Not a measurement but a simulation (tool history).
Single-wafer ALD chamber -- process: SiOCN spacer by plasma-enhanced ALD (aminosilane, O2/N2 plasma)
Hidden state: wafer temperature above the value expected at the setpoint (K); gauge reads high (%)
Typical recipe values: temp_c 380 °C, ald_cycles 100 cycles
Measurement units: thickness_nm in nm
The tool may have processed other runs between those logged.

run,hour,temp_c,ald_cycles,wafers since the last listed run,hours since the last thermocouple change,hours since the gauge calibration,"read-back reference wafer on the same gauge, thickness_nm",thickness_nm
1,0,380,100,0,1611.5,27,4.772,5.852
2,84.5,380,100,303,1696,111.5,4.767,5.808
3,150,380,100,234,1761.5,177,4.768,5.854
4,210.7,380,100,217,1822.2,237.7,4.77,5.862
5,280.2,380,100,249,1891.7,307.2,4.773,5.83
6,334.1,380,100,193,1945.6,361.1,4.767,5.851
7,405.6,380,100,256,2017.1,432.6,4.768,5.857
8,459.3,380,100,192,2070.8,486.3,4.768,5.843
9,497.3,380,100,136,2108.8,524.3,4.768,5.823
10,551.7,380,100,195,2163.2,578.7,4.77,5.837
11,590.9,380,100,140,2202.4,617.9,4.769,5.818
12,623,380,100,115,2234.5,650,4.772,5.856
13,670.7,386,100,171,2282.2,697.7,4.768,5.844
14,740.6,394,94,250,2352.1,767.6,4.77,5.456
15,767.4,393,82,96,2378.9,794.4,4.771,4.781
16,811.6,380,100,158,2423.1,838.6,4.769,5.832
17,838.8,380,100,97,2450.3,865.8,4.77,5.82
18,880.6,394,94,149,2492.1,907.6,4.77,5.475
# hour 928.2: gauge calibrated
19,943.8,380,100,226,2555.3,15.6,4.768,5.814
# hour 955.2: thermocouple changed; heater temperature recalibrated
20,1072.6,380,92,433,117.4,144.4,4.769,5.367
21,1138.5,388,100,236,183.3,210.3,4.771,5.814
22,1202.3,373,93,228,247.1,274.1,4.771,5.427
23,1241.3,374,90,139,286.1,313.1,4.77,5.258
24,1277.2,388,92,128,322,349,4.772,5.349
25,1316.1,369,83,139,360.9,387.9,4.77,4.82
26,1381.8,375,86,235,426.6,453.6,4.769,5.028
27,1436,390,87,194,480.8,507.8,4.769,5.077

Take each entry between the runs: how does the hidden state at the last listed run before it differ from the hidden state at the first listed run after it?
Runs 18 to 19: gauge calibrated (hour 928.2)
  no hidden state differs between the two runs
Runs 19 to 20: thermocouple changed; heater temperature recalibrated (hour 955.2)
  no hidden state differs between the two runs

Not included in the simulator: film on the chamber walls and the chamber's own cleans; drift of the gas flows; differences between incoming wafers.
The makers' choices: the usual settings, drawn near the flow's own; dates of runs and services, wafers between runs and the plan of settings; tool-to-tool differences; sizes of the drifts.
